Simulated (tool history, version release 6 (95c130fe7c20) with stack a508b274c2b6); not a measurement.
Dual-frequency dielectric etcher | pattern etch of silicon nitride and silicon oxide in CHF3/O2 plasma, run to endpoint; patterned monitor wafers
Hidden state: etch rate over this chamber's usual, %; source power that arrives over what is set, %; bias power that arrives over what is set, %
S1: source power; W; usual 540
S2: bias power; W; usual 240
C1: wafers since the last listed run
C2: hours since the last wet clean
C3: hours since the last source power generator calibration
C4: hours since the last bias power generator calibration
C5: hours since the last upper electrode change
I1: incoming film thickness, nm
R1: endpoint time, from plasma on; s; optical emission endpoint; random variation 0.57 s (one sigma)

run 1 day=0 | S1=480 S2=270 | C1=0 C2=284.5 C3=1912.9 C4=3309.9 C5=3252.8 | I1=293.9 | R1=180
run 2 day=3.796 | S1=480 S2=270 | C1=892 C2=375.6 C3=2004 C4=3401 C5=3343.9 | I1=290.4 | R1=176.2
run 3 day=5.633 | S1=540 S2=274 | C1=431 C2=419.7 C3=2048.1 C4=3445.1 C5=3388 | I1=296.1 | R1=170.2
run 4 day=7.933 | S1=540 S2=274 | C1=540 C2=474.9 C3=2103.3 C4=3500.3 C5=3443.2 | I1=293.1 | R1=166.9
-- day=9.175 wet clean of the chamber
run 5 day=9.554 | S1=540 S2=274 | C1=145 C2=9.1 C3=2142.2 C4=3539.2 C5=3482.1 | I1=293.5 | R1=173.6
run 6 day=12.383 | S1=470 S2=240 | C1=665 C2=77 C3=2210.1 C4=3607.1 C5=3550 | I1=290.7 | R1=190.7
-- day=12.883 source power generator calibrated
run 7 day=14.658 | S1=540 S2=207 | C1=495 C2=131.6 C3=42.6 C4=3661.7 C5=3604.6 | I1=292.8 | R1=189.4
-- day=16.708 upper electrode replaced, of another model than before
run 8 day=16.729 | S1=630 S2=200 | C1=251 C2=181.3 C3=92.3 C4=3711.4 C5=0.5 | I1=293.8 | R1=180.6
run 9 day=18.396 | S1=470 S2=199 | C1=391 C2=221.3 C3=132.3 C4=3751.4 C5=40.5 | I1=295.7 | R1=228
run 10 day=19.55 | S1=480 S2=183 | C1=271 C2=249 C3=160 C4=3779.1 C5=68.2 | I1=290 | R1=231.1
run 11 day=20.683 | S1=610 S2=261 | C1=266 C2=276.2 C3=187.2 C4=3806.3 C5=95.4 | I1=292.2 | R1=155.7
-- day=21.804 bias power generator calibrated
run 12 day=23.242 | S1=470 S2=240 | C1=562 C2=337.6 C3=248.6 C4=34.5 C5=156.8 | I1=293.7 | R1=198.7
run 13 day=25.554 | S1=400 S2=202 | C1=543 C2=393.1 C3=304.1 C4=90 C5=212.3 | I1=295.2 | R1=259.4
-- day=28.654 wet clean of the chamber
run 14 day=28.675 | S1=540 S2=240 | C1=498 C2=0.5 C3=379 C4=164.9 C5=287.2 | I1=292.5 | R1=183.5

Forecast each of these 5 alternatives for the next run:
run A day=28.696 | S1=460 S2=240 | C1=4 C2=1 C3=379.5 C4=165.4 C5=287.7 | I1=293.2 | R1=?
run B day=28.696 | S1=640 S2=288 | C1=4 C2=1 C3=379.5 C4=165.4 C5=287.7 | I1=293.2 | R1=?
run C day=28.696 | S1=610 S2=240 | C1=4 C2=1 C3=379.5 C4=165.4 C5=287.7 | I1=293.2 | R1=?
run D day=28.696 | S1=650 S2=201 | C1=4 C2=1 C3=379.5 C4=165.4 C5=287.7 | I1=293.2 | R1=?
run E day=28.696 | S1=640 S2=279 | C1=4 C2=1 C3=379.5 C4=165.4 C5=287.7 | I1=293.2 | R1=?

run=A R1=208.4
run=B R1=147
run=C R1=168.4
run=D R1=180.2
run=E R1=149.6
Without the tool's hidden state the same runs would have given:
run=A R1=206.9
run=B R1=145.9
run=C R1=167.2
run=D R1=178.9
run=E R1=148.5

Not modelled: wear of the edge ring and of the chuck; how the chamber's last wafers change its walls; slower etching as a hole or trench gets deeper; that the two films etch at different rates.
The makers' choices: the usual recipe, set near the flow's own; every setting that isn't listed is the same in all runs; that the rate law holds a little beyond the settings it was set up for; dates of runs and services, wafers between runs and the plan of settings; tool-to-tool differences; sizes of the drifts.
